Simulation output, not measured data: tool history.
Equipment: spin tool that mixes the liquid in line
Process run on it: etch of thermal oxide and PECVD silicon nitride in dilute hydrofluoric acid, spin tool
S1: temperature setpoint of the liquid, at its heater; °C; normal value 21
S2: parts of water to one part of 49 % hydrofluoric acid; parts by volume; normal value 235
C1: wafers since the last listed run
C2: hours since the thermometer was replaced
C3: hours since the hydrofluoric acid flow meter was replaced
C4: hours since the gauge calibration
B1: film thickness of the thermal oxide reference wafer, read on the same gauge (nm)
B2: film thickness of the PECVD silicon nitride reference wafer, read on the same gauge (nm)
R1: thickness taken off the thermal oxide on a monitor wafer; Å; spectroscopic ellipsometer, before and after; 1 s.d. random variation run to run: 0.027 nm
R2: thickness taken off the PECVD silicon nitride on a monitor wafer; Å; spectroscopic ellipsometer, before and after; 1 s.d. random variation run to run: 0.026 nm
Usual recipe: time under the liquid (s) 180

run 1 hour=0 | S1=21 S2=235 time_under_the_liquid_(s)=240 | C1=0 C2=2127.6 C3=85.2 C4=670.9 | B1=110.02 B2=80.01 | R1=35.37 R2=32.62
run 2 hour=27.4 | S1=21 S2=235 time_under_the_liquid_(s)=240 | C1=121 C2=2155 C3=112.6 C4=698.3 | B1=110.043 B2=79.998 | R1=35.67 R2=32.31
run 3 hour=58.5 | S1=21 S2=235 time_under_the_liquid_(s)=240 | C1=138 C2=2186.1 C3=143.7 C4=729.4 | B1=109.978 B2=79.954 | R1=35.94 R2=32.57
run 4 hour=92.7 | S1=21 S2=235 time_under_the_liquid_(s)=95 | C1=151 C2=2220.3 C3=177.9 C4=763.6 | B1=110.004 B2=79.999 | R1=14.1 R2=12.73
run 5 hour=119 | S1=21 S2=235 time_under_the_liquid_(s)=255 | C1=116 C2=2246.6 C3=204.2 C4=789.9 | B1=110.003 B2=79.996 | R1=38.48 R2=35.37
run 6 hour=145.6 | S1=21 S2=140 time_under_the_liquid_(s)=180 | C1=118 C2=2273.2 C3=230.8 C4=816.5 | B1=110.024 B2=80.031 | R1=50.15 R2=39.88
run 7 hour=175.4 | S1=21 S2=235 time_under_the_liquid_(s)=180 | C1=132 C2=2303 C3=260.6 C4=846.3 | B1=110.023 B2=79.993 | R1=26.78 R2=24.61
run 8 hour=208.6 | S1=21 S2=345 time_under_the_liquid_(s)=130 | C1=147 C2=2336.2 C3=293.8 C4=879.5 | B1=110.046 B2=79.981 | R1=12.19 R2=12.29
run 9 hour=233.3 | S1=21 S2=120 time_under_the_liquid_(s)=90 | C1=109 C2=2360.9 C3=318.5 C4=904.2 | B1=109.979 B2=79.961 | R1=29.55 R2=23.37
run 10 hour=245.3 | S1=19.5 S2=140 time_under_the_liquid_(s)=150 | C1=53 C2=2372.9 C3=330.5 C4=916.2 | B1=110.024 B2=79.992 | R1=39.84 R2=30.72
run 11 hour=277.8 | S1=21 S2=235 time_under_the_liquid_(s)=180 | C1=144 C2=2405.4 C3=363 C4=948.7 | B1=109.999 B2=80.017 | R1=27.45 R2=24.93
run 12 hour=308.1 | S1=19 S2=315 time_under_the_liquid_(s)=80 | C1=134 C2=2435.7 C3=393.3 C4=979 | B1=110.004 B2=79.996 | R1=7.8 R2=7.14
run 13 hour=329.4 | S1=19 S2=125 time_under_the_liquid_(s)=180 | C1=94 C2=2457 C3=414.6 C4=1000.3 | B1=109.984 B2=79.98 | R1=52.57 R2=39.1
run 14 hour=345.9 | S1=21 S2=170 time_under_the_liquid_(s)=180 | C1=73 C2=2473.5 C3=431.1 C4=1016.8 | B1=109.986 B2=80 | R1=39.57 R2=33.16
-- hour=402.7 gauge calibrated
run 15 hour=430 | S1=21 S2=145 time_under_the_liquid_(s)=180 | C1=373 C2=2557.6 C3=515.2 C4=27.3 | B1=110.003 B2=80.022 | R1=47.49 R2=39.28
-- hour=455 thermometer replaced
run 16 hour=462.5 | S1=18.5 S2=335 time_under_the_liquid_(s)=100 | C1=139 C2=7.5 C3=547.7 C4=59.8 | B1=110.018 B2=80.025 | R1=8.83 R2=8.31
run 17 hour=477.1 | S1=21 S2=150 time_under_the_liquid_(s)=150 | C1=64 C2=22.1 C3=562.3 C4=74.4 | B1=110.004 B2=79.991 | R1=38.28 R2=31.48
run 18 hour=494 | S1=21 S2=350 time_under_the_liquid_(s)=180 | C1=75 C2=39 C3=579.2 C4=91.3 | B1=110.001 B2=80.034 | R1=15.88 R2=16.82
run 19 hour=508.8 | S1=21 S2=235 time_under_the_liquid_(s)=180 | C1=65 C2=53.8 C3=594 C4=106.1 | B1=109.99 B2=79.994 | R1=26.8 R2=24.41
run 20 hour=539.3 | S1=21 S2=235 time_under_the_liquid_(s)=180 | C1=135 C2=84.3 C3=624.5 C4=136.6 | B1=109.976 B2=80 | R1=27.33 R2=24.5
run 21 hour=560.3 | S1=21 S2=235 time_under_the_liquid_(s)=180 | C1=93 C2=105.3 C3=645.5 C4=157.6 | B1=109.999 B2=79.989 | R1=27.25 R2=24.21
run 22 hour=581.6 | S1=21 S2=165 time_under_the_liquid_(s)=95 | C1=94 C2=126.6 C3=666.8 C4=178.9 | B1=110.035 B2=80.027 | R1=21.59 R2=18.22
run 23 hour=608.5 | S1=17 S2=235 time_under_the_liquid_(s)=180 | C1=119 C2=153.5 C3=693.7 C4=205.8 | B1=110.005 B2=80.017 | R1=22.64 R2=18.78
run 24 hour=625 | S1=21 S2=235 time_under_the_liquid_(s)=180 | C1=73 C2=170 C3=710.2 C4=222.3 | B1=110.013 B2=79.995 | R1=27.15 R2=24.37
run 25 hour=640.8 | S1=22.5 S2=190 time_under_the_liquid_(s)=85 | C1=70 C2=185.8 C3=726 C4=238.1 | B1=109.99 B2=80.035 | R1=17.5 R2=15.8
run 26 hour=667.3 | S1=17 S2=155 time_under_the_liquid_(s)=180 | C1=117 C2=212.3 C3=752.5 C4=264.6 | B1=109.994 B2=80.02 | R1=37.69 R2=28.15
run 27 hour=700.4 | S1=25 S2=150 time_under_the_liquid_(s)=180 | C1=147 C2=245.4 C3=785.6 C4=297.7 | B1=109.972 B2=80.021 | R1=54.08 R2=48.79

Hidden state, per run?
liquid hotter than its thermometer reads (K): 0 at every run
hydrofluoric acid flow above the setpoint (%): 0 at every run
gauge reads high (%): 0 at every run
